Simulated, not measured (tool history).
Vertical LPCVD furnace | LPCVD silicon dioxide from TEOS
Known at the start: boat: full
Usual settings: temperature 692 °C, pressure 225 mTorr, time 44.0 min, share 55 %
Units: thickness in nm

run,hour,temperature,pressure,time,share,"read-back reference wafer on the same gauge, thickness",thickness
1,0.0,692,260,44.0,55,164.99,203.23
2,18.9,692,225,44.0,49,165.07,177.01
3,45.4,692,225,44.0,49,164.81,178.56
4,78.3,692,225,52.0,52,164.98,217.04
5,144.2,686,225,44.0,55,165.13,164.20
6,173.4,692,225,44.0,55,164.96,189.67
7,201.9,692,225,44.0,55,165.05,190.14
# hour 240.0: thermocouples replaced and temperature profile calibrated
8,290.0,692,225,44.0,55,165.07,172.40
9,324.4,692,225,44.0,55,165.12,173.44
10,374.4,692,225,44.0,55,164.79,173.30
11,391.6,692,225,44.0,55,164.95,173.86
12,409.8,692,225,52.0,52,165.19,199.89
# hour 449.9: TEOS flow controller replaced
13,450.4,695,280,59.5,55,164.82,284.31
14,455.6,700,190,44.0,65,165.02,211.15
15,482.1,692,225,44.0,55,164.89,174.88
16,510.6,700,225,44.0,48,164.85,197.44
# hour 559.3: pressure gauge zeroed
17,559.8,692,225,36.0,65,164.73,157.40
18,571.0,692,225,44.0,55,164.98,176.47
19,601.1,692,225,34.5,55,165.14,137.58
# hour 657.7: gauge calibrated
20,698.1,704,225,44.0,55,165.06,235.53
21,721.8,692,190,44.0,55,164.85,162.61
22,748.7,685,170,59.5,66,165.04,193.88
23,764.9,692,225,44.0,55,164.97,178.09
24,796.1,692,275,50.0,55,164.97,223.72
25,827.8,687,170,44.0,50,165.05,131.32
26,845.5,692,225,35.5,65,164.92,158.13
27,868.9,683,260,32.0,55,165.11,113.34
28,891.8,692,225,44.0,55,164.80,178.86
29,923.8,692,225,44.0,55,165.02,179.59
30,950.6,682,225,44.0,63,165.08,151.31

Forecast each of these 5 alternatives for the next run:
A,955.9,692,225,44.0,55,?,?
B,955.9,687,210,44.0,48,?,?
C,955.9,692,255,59.0,50,?,?
D,955.9,692,225,26.5,55,?,?
E,955.9,688,265,31.0,58,?,?

run,"read-back reference wafer on the same gauge, thickness",thickness
A,164.77,180.43
B,164.77,144.67
C,164.77,245.58
D,164.77,108.67
E,164.77,128.89
Without the tool's hidden state the same runs would have given:
run,thickness
A,170.73
B,136.81
C,232.37
D,102.82
E,121.90
